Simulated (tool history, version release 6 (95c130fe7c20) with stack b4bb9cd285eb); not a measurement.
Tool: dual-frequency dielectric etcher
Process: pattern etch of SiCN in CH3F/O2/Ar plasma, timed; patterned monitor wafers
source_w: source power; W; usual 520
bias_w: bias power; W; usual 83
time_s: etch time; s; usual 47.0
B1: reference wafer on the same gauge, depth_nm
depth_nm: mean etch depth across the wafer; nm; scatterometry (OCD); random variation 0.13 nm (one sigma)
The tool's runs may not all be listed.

Run 1, hour 0.0: usual settings but time_s 39.0 s; B1 17.58. Result: depth_nm 18.12 nm.
Run 2, hour 98.8: usual settings but source_w 430 W, bias_w 92 W; B1 17.61. Result: depth_nm 21.44 nm.
At hour 152.2: wet clean of the chamber.
Run 3, hour 162.4: usual settings but source_w 430 W, bias_w 92 W; B1 17.63. Result: depth_nm 21.87 nm.
Run 4, hour 220.2: usual settings but source_w 430 W, bias_w 92 W; B1 17.60. Result: depth_nm 21.79 nm.
Run 5, hour 275.4: usual settings but source_w 430 W; B1 17.61. Result: depth_nm 20.72 nm.
Run 6, hour 376.1: usual settings but source_w 430 W; B1 17.60. Result: depth_nm 20.71 nm.
Run 7, hour 456.8: usual settings but bias_w 68 W; B1 17.59. Result: depth_nm 19.62 nm.
Run 8, hour 562.5: usual settings but bias_w 68 W; B1 17.58. Result: depth_nm 19.57 nm.
At hour 613.6: wet clean of the chamber.
At hour 615.1: source power generator calibrated.
Run 9, hour 638.0: usual settings but source_w 600 W, time_s 42.0 s; B1 17.62. Result: depth_nm 20.21 nm.
Run 10, hour 695.5: usual settings; B1 17.61. Result: depth_nm 21.71 nm.
Run 11, hour 775.2: usual settings; B1 17.60. Result: depth_nm 21.74 nm.
Run 12, hour 833.1: usual settings; B1 17.61. Result: depth_nm 21.65 nm.
At hour 856.1: gauge calibrated.
Run 13, hour 887.8: usual settings; B1 17.60. Result: depth_nm 21.90 nm.
At hour 918.1: upper electrode replaced.
Run 14, hour 984.1: usual settings but source_w 430 W, bias_w 66 W, time_s 37.0 s; B1 17.58. Result: depth_nm 14.23 nm.
Run 15, hour 1065.3: usual settings but bias_w 78 W, time_s 55.5 s; B1 17.60. Result: depth_nm 25.20 nm.
At hour 1116.7: wet clean of the chamber.
At hour 1121.0: bias power generator calibrated.
Run 16, hour 1121.5: usual settings but source_w 410 W; B1 17.59. Result: depth_nm 20.17 nm.
Run 17, hour 1205.1: usual settings but source_w 620 W, time_s 59.5 s; B1 17.58. Result: depth_nm 29.08 nm.
Run 18, hour 1243.0: usual settings but bias_w 100 W, time_s 55.0 s; B1 17.61. Result: depth_nm 28.12 nm.
Run 19, hour 1345.8: usual settings but source_w 410 W, bias_w 78 W; B1 17.60. Result: depth_nm 19.53 nm.
Run 20, hour 1446.0: usual settings but source_w 420 W, time_s 40.5 s; B1 17.60. Result: depth_nm 17.52 nm.
Run 21, hour 1507.7: usual settings; B1 17.57. Result: depth_nm 21.48 nm.
At hour 1586.1: wet clean of the chamber.
Run 22, hour 1600.4: usual settings but bias_w 70 W; B1 17.61. Result: depth_nm 19.81 nm.
Run 23, hour 1651.0: usual settings but source_w 600 W, bias_w 68 W, time_s 41.0 s; B1 17.62. Result: depth_nm 17.90 nm.
Run 24, hour 1751.7: usual settings but source_w 560 W; B1 17.60. Result: depth_nm 22.30 nm.
Run 25, hour 1839.3: usual settings but source_w 450 W, bias_w 103 W, time_s 36.5 s; B1 17.59. Result: depth_nm 18.12 nm.
Run 26, hour 1902.5: usual settings but time_s 39.0 s; B1 17.59. Result: depth_nm 18.03 nm.
At hour 2001.1: wet clean of the chamber.
Run 27, hour 2001.6: usual settings; B1 17.61. Result: depth_nm 21.91 nm.
Run 28, hour 2178.5: usual settings; B1 17.61. Result: depth_nm 21.74 nm.
Run 29, hour 2224.3: usual settings but time_s 55.0 s; B1 17.57. Result: depth_nm 25.48 nm.

Forecast each of these 5 alternatives for the next run:
Run A, hour 2224.7: usual settings; B1 ?. Result: depth_nm ?.
Run B, hour 2224.7: usual settings but source_w 630 W, bias_w 65 W; B1 ?. Result: depth_nm ?.
Run C, hour 2224.7: usual settings but source_w 460 W, bias_w 66 W, time_s 57.5 s; B1 ?. Result: depth_nm ?.
Run D, hour 2224.7: usual settings but time_s 51.5 s; B1 ?. Result: depth_nm ?.
Run E, hour 2224.7: usual settings but source_w 390 W, time_s 36.0 s; B1 ?. Result: depth_nm ?.

run     B1  depth_nm
  A  17.62     21.92
  B  17.62     20.54
  C  17.62     22.95
  D  17.62     24.02
  E  17.62     15.43
Without the tool's hidden state the same runs would have given:
run  depth_nm
  A     21.92
  B     20.54
  C     22.95
  D     24.02
  E     15.43
